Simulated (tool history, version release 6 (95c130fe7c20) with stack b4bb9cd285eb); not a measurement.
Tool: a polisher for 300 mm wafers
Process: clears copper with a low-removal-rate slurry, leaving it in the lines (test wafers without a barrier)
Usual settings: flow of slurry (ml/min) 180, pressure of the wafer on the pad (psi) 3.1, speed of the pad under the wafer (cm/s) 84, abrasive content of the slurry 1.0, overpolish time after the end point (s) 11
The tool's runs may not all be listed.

run	day	flow of slurry (ml/min)	pressure of the wafer on the pad (psi)	speed of the pad under the wafer (cm/s)	abrasive content of the slurry	overpolish time after the end point (s)	incoming thickness of the incoming film, nm	time until the end point was called (s)	dishing of a wide line in a test structure (angstrom)
1	0.000	205	3.1	84	1.0	11	435.7	193.4	183
2	1.108	180	3.1	84	1.0	15	436.1	198.0	243
3	2.142	180	3.1	84	1.0	15	434.9	203.2	238
# day 3.371: slurry nozzle cleaned
4	3.567	180	3.1	84	1.0	15	437.0	197.8	251
# day 4.333: worn pad replaced by a new one
5	4.617	180	3.1	84	1.0	11	438.2	205.8	179
6	5.808	180	3.1	84	1.0	11	437.2	203.7	180
7	6.638	180	3.1	84	1.0	11	430.2	202.3	170
8	8.096	180	3.1	84	1.0	11	439.6	209.0	172
9	9.408	180	3.1	84	1.0	11	437.8	208.3	171
# day 9.950: head pressure recalibrated
10	10.262	180	3.1	84	1.0	11	439.6	191.8	201
11	11.371	180	3.1	84	1.1	11	427.6	179.0	207
# day 12.175: worn pad replaced by a new one
12	12.571	205	3.1	84	1.3	7	427.2	166.4	140
13	13.250	215	3.5	114	1.0	14	433.2	132.8	309
14	14.054	240	3.1	84	1.0	11	437.1	180.9	202
# day 14.262: slurry blender recalibrated
15	14.704	230	3.1	66	0.7	15	434.1	243.2	205
16	15.825	180	3.1	84	1.2	14	435.8	180.2	255
17	16.896	180	3.1	84	1.0	13	428.4	186.4	225

The next listed run, before its measurement:
18	17.862	115	3.1	110	1.0	11	430.3	?	?

time until the end point was called (s): 170.2
dishing of a wide line in a test structure (angstrom): 206
Without the tool's hidden state the same run would have given time until the end point was called (s) 167.2, dishing of a wide line in a test structure (angstrom) 209.
